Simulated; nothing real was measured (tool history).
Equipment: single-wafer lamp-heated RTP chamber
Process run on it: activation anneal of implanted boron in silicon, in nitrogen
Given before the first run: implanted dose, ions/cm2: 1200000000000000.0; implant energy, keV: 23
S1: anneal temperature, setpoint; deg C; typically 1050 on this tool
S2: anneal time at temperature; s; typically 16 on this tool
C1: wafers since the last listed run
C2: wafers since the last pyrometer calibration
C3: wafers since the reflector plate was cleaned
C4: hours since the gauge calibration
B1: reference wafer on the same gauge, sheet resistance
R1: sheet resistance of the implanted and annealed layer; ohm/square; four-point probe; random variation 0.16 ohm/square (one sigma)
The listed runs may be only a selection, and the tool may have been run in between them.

run 1 hour=0 | S1=1050 S2=21 | C1=0 C2=4587 C3=5306 C4=519.8 | B1=122.68 | R1=103.32
-- hour=67.6 pyrometer window cleaned and pyrometer calibrated
run 2 hour=103.9 | S1=1050 S2=21 | C1=952 C2=360 C3=6259 C4=623.7 | B1=122.64 | R1=103.32
run 3 hour=176.9 | S1=1050 S2=21 | C1=725 C2=1086 C3=6985 C4=696.7 | B1=122.6 | R1=103
run 4 hour=222.5 | S1=1057 S2=13 | C1=453 C2=1539 C3=7438 C4=742.3 | B1=122.58 | R1=103.47
-- hour=278.2 reflector plate cleaned
run 5 hour=327.4 | S1=1050 S2=9 | C1=962 C2=2502 C3=488 C4=847.2 | B1=122.57 | R1=103.68
run 6 hour=391.3 | S1=1050 S2=9 | C1=634 C2=3137 C3=1123 C4=911.1 | B1=122.54 | R1=103.32
run 7 hour=468.4 | S1=1050 S2=19 | C1=766 C2=3903 C3=1889 C4=988.2 | B1=122.42 | R1=103.15
run 8 hour=546.1 | S1=1073 S2=16 | C1=772 C2=4675 C3=2661 C4=1065.9 | B1=122.43 | R1=102.53
run 9 hour=599.9 | S1=1050 S2=16 | C1=534 C2=5209 C3=3196 C4=1119.7 | B1=122.35 | R1=103.29
-- hour=633.4 pyrometer window cleaned and pyrometer calibrated
run 10 hour=677.5 | S1=1044 S2=20 | C1=691 C2=438 C3=3888 C4=1197.3 | B1=122.37 | R1=103.64
run 11 hour=749.2 | S1=1050 S2=16 | C1=712 C2=1150 C3=4600 C4=1269 | B1=122.25 | R1=103.34
run 12 hour=816.6 | S1=1050 S2=16 | C1=669 C2=1820 C3=5270 C4=1336.4 | B1=122.22 | R1=103.32
run 13 hour=907.4 | S1=1050 S2=16 | C1=902 C2=2722 C3=6172 C4=1427.2 | B1=122.22 | R1=103.49
-- hour=980.8 reflector plate cleaned
run 14 hour=981.3 | S1=1050 S2=16 | C1=654 C2=3377 C3=4 C4=1501.1 | B1=122.18 | R1=103.25
run 15 hour=1014.1 | S1=1050 S2=16 | C1=325 C2=3703 C3=330 C4=1533.9 | B1=122.18 | R1=102.93
run 16 hour=1092 | S1=1050 S2=16 | C1=774 C2=4477 C3=1104 C4=1611.8 | B1=122.15 | R1=102.85
-- hour=1165.5 pyrometer window cleaned and pyrometer calibrated
run 17 hour=1196.6 | S1=1037 S2=16 | C1=959 C2=308 C3=2064 C4=1716.4 | B1=122.11 | R1=103.55
run 18 hour=1252 | S1=1050 S2=16 | C1=550 C2=859 C3=2615 C4=1771.8 | B1=122.1 | R1=102.92
run 19 hour=1352.3 | S1=1023 S2=25 | C1=996 C2=1855 C3=3611 C4=1872.1 | B1=122.01 | R1=104.47
run 20 hour=1545.5 | S1=1050 S2=16 | C1=1919 C2=3775 C3=5531 C4=2065.3 | B1=121.89 | R1=102.87
run 21 hour=1637.9 | S1=1050 S2=21 | C1=918 C2=4693 C3=6449 C4=2157.7 | B1=121.99 | R1=102.64
-- hour=1690.1 gauge calibrated
-- hour=1701.5 pyrometer window cleaned and pyrometer calibrated
-- hour=1762.6 reflector plate cleaned
run 22 hour=1837.5 | S1=1050 S2=11 | C1=1824 C2=1272 C3=744 C4=147.4 | B1=122.86 | R1=104.11
run 23 hour=1939.2 | S1=1050 S2=20 | C1=1010 C2=2282 C3=1755 C4=249.1 | B1=122.85 | R1=103.59
run 24 hour=2250.1 | S1=1033 S2=20 | C1=3089 C2=5372 C3=4844 C4=560 | B1=122.76 | R1=104.23
-- hour=2262.2 pyrometer window cleaned and pyrometer calibrated
run 25 hour=2323.6 | S1=1050 S2=16 | C1=650 C2=609 C3=5495 C4=633.5 | B1=122.68 | R1=103.5
run 26 hour=2403.8 | S1=1063 S2=12 | C1=796 C2=1406 C3=6292 C4=713.7 | B1=122.64 | R1=103.22
run 27 hour=2446.8 | S1=1077 S2=16 | C1=427 C2=1833 C3=6719 C4=756.7 | B1=122.53 | R1=102.47
run 28 hour=2514.8 | S1=1037 S2=8 | C1=675 C2=2509 C3=7395 C4=824.7 | B1=122.47 | R1=104.69
-- hour=2577.1 reflector plate cleaned
run 29 hour=2609.9 | S1=1063 S2=9 | C1=865 C2=3375 C3=325 C4=919.8 | B1=122.6 | R1=103.06
run 30 hour=2684.7 | S1=1058 S2=25 | C1=743 C2=4118 C3=1069 C4=994.6 | B1=122.52 | R1=102.58
run 31 hour=2731.4 | S1=1062 S2=21 | C1=464 C2=4582 C3=1533 C4=1041.3 | B1=122.47 | R1=102.4
run 32 hour=2815.8 | S1=1050 S2=24 | C1=838 C2=5420 C3=2371 C4=1125.7 | B1=122.45 | R1=103.26
-- hour=2904.9 pyrometer window cleaned and pyrometer calibrated
run 33 hour=2905.4 | S1=1050 S2=16 | C1=810 C2=4 C3=3182 C4=1215.3 | B1=122.39 | R1=103.44

How the hidden state differs across the entries between the runs, from the last listed run before each to the first after it:
Between runs 1 and 2: pyrometer window cleaned and pyrometer calibrated (hour 67.6)
  gauge reads high (%): -0.273 -> -0.312
  measured minus no-state result, R1: -0.28 -> -0.32 ohm/square
Between runs 4 and 5: reflector plate cleaned (hour 278.2)
  gauge reads high (%): -0.357 -> -0.397
  measured minus no-state result, R1: -0.37 -> -0.41 ohm/square
Between runs 9 and 10: pyrometer window cleaned and pyrometer calibrated (hour 633.4)
  gauge reads high (%): -0.5 -> -0.529
  measured minus no-state result, R1: -0.52 -> -0.55 ohm/square
Between runs 13 and 14: reflector plate cleaned (hour 980.8)
  gauge reads high (%): -0.616 -> -0.644
  measured minus no-state result, R1: -0.64 -> -0.67 ohm/square
Between runs 16 and 17: pyrometer window cleaned and pyrometer calibrated (hour 1165.5)
  gauge reads high (%): -0.686 -> -0.725
  measured minus no-state result, R1: -0.71 -> -0.76 ohm/square
Between runs 21 and 22: gauge calibrated (hour 1690.1); pyrometer window cleaned and pyrometer calibrated (hour 1701.5); reflector plate cleaned (hour 1762.6)
  gauge reads high (%): -0.892 -> -0.0915
  measured minus no-state result, R1: -0.92 -> -0.1 ohm/square
Between runs 24 and 25: pyrometer window cleaned and pyrometer calibrated (hour 2262.2)
  gauge reads high (%): -0.247 -> -0.275
  measured minus no-state result, R1: -0.26 -> -0.28 ohm/square
Between runs 28 and 29: reflector plate cleaned (hour 2577.1)
  gauge reads high (%): -0.347 -> -0.383
  measured minus no-state result, R1: -0.37 -> -0.4 ohm/square
Between runs 32 and 33: pyrometer window cleaned and pyrometer calibrated (hour 2904.9)
  gauge reads high (%): -0.461 -> -0.495
  measured minus no-state result, R1: -0.48 -> -0.52 ohm/square
